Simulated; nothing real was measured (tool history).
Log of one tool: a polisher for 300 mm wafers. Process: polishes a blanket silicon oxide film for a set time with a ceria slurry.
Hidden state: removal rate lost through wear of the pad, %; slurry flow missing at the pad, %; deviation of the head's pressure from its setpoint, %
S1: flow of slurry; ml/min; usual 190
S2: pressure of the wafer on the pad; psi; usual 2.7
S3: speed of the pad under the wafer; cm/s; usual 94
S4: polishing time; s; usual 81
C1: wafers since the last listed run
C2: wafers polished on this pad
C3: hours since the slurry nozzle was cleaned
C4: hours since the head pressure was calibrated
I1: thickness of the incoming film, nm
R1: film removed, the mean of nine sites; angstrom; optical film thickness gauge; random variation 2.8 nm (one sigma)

run    hour   S1   S2   S3  S4   C1    C2     C3      C4      I1    R1
  1       0  190  2.7   94  81    0    64  111.2   308.9  1517.7  2712
  2    70.3  190  2.7   94  81  599   663  181.5   379.2  1506.9  2593
  3   121.6  190  2.7   94  81  437  1101  232.8   430.5  1520.7  2512
  4   172.1  190  2.3   94  81  430  1532  283.3     481  1520.9  2142
  5   226.9  190  2.3   94  81  467  1999  338.1   535.8  1525.1  2063
      290.6  -- worn pad replaced by a new one
  6   295.8  190  2.3   94  81  553    44    407   604.7  1537.9  2256
  7   367.3  190  2.7  112  81  609   653  478.5   676.2  1505.1  2837
  8   397.3  190  2.7  112  81  255   909  508.5   706.2  1533.2  2711
  9   432.7  190  2.7   94  81  301  1211  543.9   741.6  1518.8  2389
 10   489.7  190  2.7   94  81  486  1697  600.9   798.6  1528.9  2377
 11   555.7  190  2.7   94  81  562  2260  666.9   864.6  1516.2  2304
      561.8  -- worn pad replaced by a new one
      603.7  -- slurry nozzle cleaned
 12   610.6  190  2.7   94  81  425   407    6.9   919.5  1530.9  2629
 13   639.2  190  2.7   94  81  243   651   35.5   948.1  1527.4  2576
 14   676.3  190  2.7   94  81  316   967   72.6   985.2  1537.9  2522
 15   705.4  190  2.7   94  81  248  1216  101.7  1014.3  1503.5  2538
      724.3  -- head pressure recalibrated
 16   776.8  145  2.5  104  64  591  1807  173.1    52.5  1533.7  1873
 17   805.1  190  2.7   94  81  241  2049  201.4    80.8  1560.1  2482
      828.6  -- worn pad replaced by a new one
 18   834.2  245  2.7   94  81  214    47  230.5   109.9  1532.6  2817
 19   898.6  190  3.5   94  56  549   597  294.9   174.3  1542.7  2298
 20   957.1  250  3.1   74  81  498  1095  353.4   232.8  1557.6  2507
 21  1014.2  245  2.4   94  90  486  1582  410.5   289.9  1505.1  2506
 22  1063.2  220  2.1  122  81  417  2000  459.5   338.9  1542.1  2352
       1132  -- worn pad replaced by a new one
 23  1132.5  190  2.7  116  81  556     4  528.8   408.2  1522.3  2978
 24  1187.2  190  2.7   94  81  466   470  583.5   462.9  1536.2  2470
 25  1213.8  220  2.1  122  81  226   697  610.1   489.5    1538  2336
 26  1282.4  255    3   72  65  585  1282  678.7   558.1  1531.2  1851

Forecast run 27:
 27  1307.9  135  3.5  76  74  217  1500  704.2  583.6  1545.8   ?

{"run 27": {"R1": 2120}}
Without the tool's hidden state the same run would have given R1 2639 angstrom.
